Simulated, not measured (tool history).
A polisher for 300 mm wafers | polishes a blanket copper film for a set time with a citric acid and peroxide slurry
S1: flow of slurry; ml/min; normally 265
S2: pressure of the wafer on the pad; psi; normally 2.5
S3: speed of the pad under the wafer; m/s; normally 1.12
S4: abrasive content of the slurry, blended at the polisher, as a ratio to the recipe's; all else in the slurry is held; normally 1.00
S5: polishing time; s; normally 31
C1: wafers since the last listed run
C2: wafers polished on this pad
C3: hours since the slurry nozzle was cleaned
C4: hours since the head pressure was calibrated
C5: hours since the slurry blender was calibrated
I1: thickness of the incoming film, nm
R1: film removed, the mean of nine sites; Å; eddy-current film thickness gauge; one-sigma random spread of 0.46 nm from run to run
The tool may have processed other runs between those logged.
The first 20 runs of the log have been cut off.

run	hour	S1	S2	S3	S4	S5	C1	C2	C3	C4	C5	I1	R1
# hour 445.6: worn pad replaced by a new one
21	456.7	300	2.5	1.46	1.30	31	247	189	466.4	280.1	122.8	860.2	658
22	470.2	265	2.5	1.12	1.00	23	231	421	479.9	293.6	136.3	846.4	387
23	490.6	185	2.5	1.50	1.00	31	349	771	500.3	314.0	156.7	847.5	588
24	514.8	230	3.3	1.12	0.80	31	415	1186	524.5	338.2	180.9	839.9	567
25	531.8	230	1.7	1.12	1.00	31	291	1478	541.5	355.2	197.9	842.2	406
26	554.2	325	2.5	1.12	1.00	31	384	1862	563.9	377.6	220.3	864.5	529
27	581.0	265	2.5	0.86	1.00	31	459	2322	590.7	404.4	247.1	849.9	440
28	614.2	265	2.5	1.12	1.00	31	569	2892	623.9	437.6	280.3	852.6	502
29	632.6	265	2.5	1.12	1.15	31	315	3207	642.3	456.0	298.7	857.0	516
# hour 635.7: slurry nozzle cleaned
# hour 645.9: worn pad replaced by a new one
30	668.4	225	2.5	1.42	1.00	31	528	385	32.7	491.8	334.5	836.8	604
31	701.2	265	2.5	0.98	1.00	31	562	948	65.5	524.6	367.3	856.8	489

What if the next run were any one of these 3? Each begins from the tool's condition after run 31:
A	701.6	265	2.5	1.12	1.00	31	6	955	65.9	525.0	367.7	849.9	?
B	701.6	315	2.9	1.12	1.25	31	6	955	65.9	525.0	367.7	849.9	?
C	701.6	265	2.5	1.12	1.00	27	6	955	65.9	525.0	367.7	849.9	?

run	R1
A	541
B	636
C	471
Without the tool's unlogged condition, the same runs would have read:
run	R1
A	545
B	640
C	475

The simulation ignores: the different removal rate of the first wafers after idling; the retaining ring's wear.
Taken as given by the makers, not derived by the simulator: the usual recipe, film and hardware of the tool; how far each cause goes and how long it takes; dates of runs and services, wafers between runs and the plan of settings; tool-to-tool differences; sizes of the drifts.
